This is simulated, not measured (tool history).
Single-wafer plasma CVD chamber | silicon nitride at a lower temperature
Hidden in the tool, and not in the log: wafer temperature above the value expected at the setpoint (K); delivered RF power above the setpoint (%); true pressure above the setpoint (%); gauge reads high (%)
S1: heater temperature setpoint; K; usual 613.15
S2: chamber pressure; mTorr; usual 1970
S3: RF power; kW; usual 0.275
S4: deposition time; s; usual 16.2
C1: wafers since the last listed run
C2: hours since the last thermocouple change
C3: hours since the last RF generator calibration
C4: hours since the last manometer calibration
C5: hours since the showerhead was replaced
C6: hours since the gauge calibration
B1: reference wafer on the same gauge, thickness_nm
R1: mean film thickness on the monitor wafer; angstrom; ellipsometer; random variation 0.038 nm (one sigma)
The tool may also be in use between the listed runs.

{"run": 1, "hour": 0.0, "S1": 609.15, "S2": 1970, "S3": 0.275, "S4": 16.2, "C1": 0, "C2": 1632.8, "C3": 29.8, "C4": 1621.0, "C5": 1.2, "C6": 53.1, "B1": 16.294, "R1": 171.99}
{"run": 2, "hour": 28.6, "S1": 613.15, "S2": 1970, "S3": 0.275, "S4": 16.2, "C1": 1372, "C2": 1661.4, "C3": 58.4, "C4": 1649.6, "C5": 29.8, "C6": 81.7, "B1": 16.297, "R1": 171.15}
{"run": 3, "hour": 44.4, "S1": 613.15, "S2": 1970, "S3": 0.275, "S4": 15.3, "C1": 758, "C2": 1677.2, "C3": 74.2, "C4": 1665.4, "C5": 45.6, "C6": 97.5, "B1": 16.296, "R1": 161.25}
{"run": 4, "hour": 58.9, "S1": 613.15, "S2": 1970, "S3": 0.275, "S4": 15.3, "C1": 695, "C2": 1691.7, "C3": 88.7, "C4": 1679.9, "C5": 60.1, "C6": 112.0, "B1": 16.302, "R1": 161.59}
{"run": 5, "hour": 67.3, "S1": 613.15, "S2": 1970, "S3": 0.29, "S4": 16.2, "C1": 403, "C2": 1700.1, "C3": 97.1, "C4": 1688.3, "C5": 68.5, "C6": 120.4, "B1": 16.302, "R1": 175.4}
{"run": 6, "hour": 81.7, "S1": 605.15, "S2": 2330, "S3": 0.24, "S4": 16.2, "C1": 691, "C2": 1714.5, "C3": 111.5, "C4": 1702.7, "C5": 82.9, "C6": 134.8, "B1": 16.288, "R1": 163.88}
{"run": 7, "hour": 97.8, "S1": 627.15, "S2": 2180, "S3": 0.225, "S4": 14.6, "C1": 772, "C2": 1730.6, "C3": 127.6, "C4": 1718.8, "C5": 99.0, "C6": 150.9, "B1": 16.3, "R1": 141.35}
{"run": 8, "hour": 112.3, "S1": 613.15, "S2": 1970, "S3": 0.275, "S4": 16.2, "C1": 695, "C2": 1745.1, "C3": 142.1, "C4": 1733.3, "C5": 113.5, "C6": 165.4, "B1": 16.29, "R1": 170.2}
{"run": 9, "hour": 125.9, "S1": 613.15, "S2": 1970, "S3": 0.275, "S4": 16.2, "C1": 652, "C2": 1758.7, "C3": 155.7, "C4": 1746.9, "C5": 127.1, "C6": 179.0, "B1": 16.297, "R1": 170.25}
{"run": 10, "hour": 137.8, "S1": 618.15, "S2": 1970, "S3": 0.305, "S4": 16.2, "C1": 571, "C2": 1770.6, "C3": 167.6, "C4": 1758.8, "C5": 139.0, "C6": 190.9, "B1": 16.304, "R1": 179.05}
{"hour": 151.5, "done": "capacitance manometer re-zeroed and calibrated"}
{"run": 11, "hour": 154.2, "S1": 603.15, "S2": 1830, "S3": 0.32, "S4": 19.4, "C1": 403, "C2": 1787.0, "C3": 184.0, "C4": 2.7, "C5": 155.4, "C6": 207.3, "B1": 16.285, "R1": 217.66}
{"run": 12, "hour": 164.5, "S1": 619.15, "S2": 1710, "S3": 0.32, "S4": 16.2, "C1": 494, "C2": 1797.3, "C3": 194.3, "C4": 13.0, "C5": 165.7, "C6": 217.6, "B1": 16.289, "R1": 179.24}
{"run": 13, "hour": 179.1, "S1": 613.15, "S2": 1970, "S3": 0.315, "S4": 17.9, "C1": 700, "C2": 1811.9, "C3": 208.9, "C4": 27.6, "C5": 180.3, "C6": 232.2, "B1": 16.287, "R1": 200.98}
{"run": 14, "hour": 191.9, "S1": 613.15, "S2": 1970, "S3": 0.275, "S4": 16.2, "C1": 614, "C2": 1824.7, "C3": 221.7, "C4": 40.4, "C5": 193.1, "C6": 245.0, "B1": 16.303, "R1": 170.34}
{"run": 15, "hour": 202.3, "S1": 628.15, "S2": 1970, "S3": 0.3, "S4": 13.9, "C1": 499, "C2": 1835.1, "C3": 232.1, "C4": 50.8, "C5": 203.5, "C6": 255.4, "B1": 16.297, "R1": 151.88}
{"run": 16, "hour": 218.4, "S1": 613.15, "S2": 1490, "S3": 0.275, "S4": 16.2, "C1": 772, "C2": 1851.2, "C3": 248.2, "C4": 66.9, "C5": 219.6, "C6": 271.5, "B1": 16.307, "R1": 164.74}
{"run": 17, "hour": 227.7, "S1": 609.15, "S2": 2320, "S3": 0.235, "S4": 14.7, "C1": 446, "C2": 1860.5, "C3": 257.5, "C4": 76.2, "C5": 228.9, "C6": 280.8, "B1": 16.303, "R1": 146.27}
{"hour": 236.3, "done": "thermocouple changed; heater temperature recalibrated"}
{"run": 18, "hour": 236.8, "S1": 613.15, "S2": 1520, "S3": 0.275, "S4": 16.2, "C1": 52, "C2": 0.5, "C3": 266.6, "C4": 85.3, "C5": 238.0, "C6": 289.9, "B1": 16.292, "R1": 164.41}
{"run": 19, "hour": 252.0, "S1": 626.15, "S2": 1970, "S3": 0.315, "S4": 16.2, "C1": 729, "C2": 15.7, "C3": 281.8, "C4": 100.5, "C5": 253.2, "C6": 305.1, "B1": 16.304, "R1": 180.51}
{"run": 20, "hour": 269.7, "S1": 618.15, "S2": 1970, "S3": 0.23, "S4": 16.2, "C1": 849, "C2": 33.4, "C3": 299.5, "C4": 118.2, "C5": 270.9, "C6": 322.8, "B1": 16.31, "R1": 155.59}
{"run": 21, "hour": 282.6, "S1": 613.15, "S2": 1970, "S3": 0.275, "S4": 16.2, "C1": 619, "C2": 46.3, "C3": 312.4, "C4": 131.1, "C5": 283.8, "C6": 335.7, "B1": 16.3, "R1": 170.4}
{"run": 22, "hour": 299.7, "S1": 617.15, "S2": 1500, "S3": 0.275, "S4": 16.2, "C1": 820, "C2": 63.4, "C3": 329.5, "C4": 148.2, "C5": 300.9, "C6": 352.8, "B1": 16.297, "R1": 164.36}
{"run": 23, "hour": 313.7, "S1": 626.15, "S2": 1970, "S3": 0.275, "S4": 16.2, "C1": 671, "C2": 77.4, "C3": 343.5, "C4": 162.2, "C5": 314.9, "C6": 366.8, "B1": 16.294, "R1": 168.81}
{"run": 24, "hour": 322.0, "S1": 613.15, "S2": 1620, "S3": 0.225, "S4": 16.2, "C1": 398, "C2": 85.7, "C3": 351.8, "C4": 170.5, "C5": 323.2, "C6": 375.1, "B1": 16.299, "R1": 151.21}
{"run": 25, "hour": 338.1, "S1": 627.15, "S2": 1970, "S3": 0.3, "S4": 16.2, "C1": 772, "C2": 101.8, "C3": 367.9, "C4": 186.6, "C5": 339.3, "C6": 391.2, "B1": 16.283, "R1": 176.2}
{"run": 26, "hour": 350.8, "S1": 613.15, "S2": 1970, "S3": 0.225, "S4": 16.2, "C1": 609, "C2": 114.5, "C3": 380.6, "C4": 199.3, "C5": 352.0, "C6": 403.9, "B1": 16.292, "R1": 154.55}
{"run": 27, "hour": 358.6, "S1": 613.15, "S2": 1970, "S3": 0.275, "S4": 16.2, "C1": 374, "C2": 122.3, "C3": 388.4, "C4": 207.1, "C5": 359.8, "C6": 411.7, "B1": 16.286, "R1": 170.2}
{"run": 28, "hour": 371.5, "S1": 603.15, "S2": 1970, "S3": 0.275, "S4": 16.2, "C1": 619, "C2": 135.2, "C3": 401.3, "C4": 220.0, "C5": 372.7, "C6": 424.6, "B1": 16.307, "R1": 169.84}
{"run": 29, "hour": 383.6, "S1": 603.15, "S2": 1830, "S3": 0.32, "S4": 19.4, "C1": 580, "C2": 147.3, "C3": 413.4, "C4": 232.1, "C5": 384.8, "C6": 436.7, "B1": 16.305, "R1": 217.5}
{"run": 30, "hour": 396.8, "S1": 623.15, "S2": 1800, "S3": 0.275, "S4": 16.2, "C1": 633, "C2": 160.5, "C3": 426.6, "C4": 245.3, "C5": 398.0, "C6": 449.9, "B1": 16.307, "R1": 166.96}

Some steps in R1 between neighbouring runs. How much of each would the tool show without its hidden state too (settings, what came in, random variation), and how much is left for the hidden state, with any gauge scatter that isn't in both results?
Run 10 -> 11: S1 618.15 -> 603.15, S2 1970 -> 1830, S3 0.305 -> 0.320, S4 16.2 -> 19.4, capacitance manometer re-zeroed and calibrated. R1 +38.61 angstrom: hidden state -0.27, all else +38.88.
Run 28 -> 29: S2 1970 -> 1830, S3 0.275 -> 0.320, S4 16.2 -> 19.4. R1 +47.66 angstrom: hidden state -0.43, all else +48.09.
Run 29 -> 30: S1 603.15 -> 623.15, S2 1830 -> 1800, S3 0.320 -> 0.275, S4 19.4 -> 16.2. R1 -50.54 angstrom: hidden state +0.40, all else -50.94.
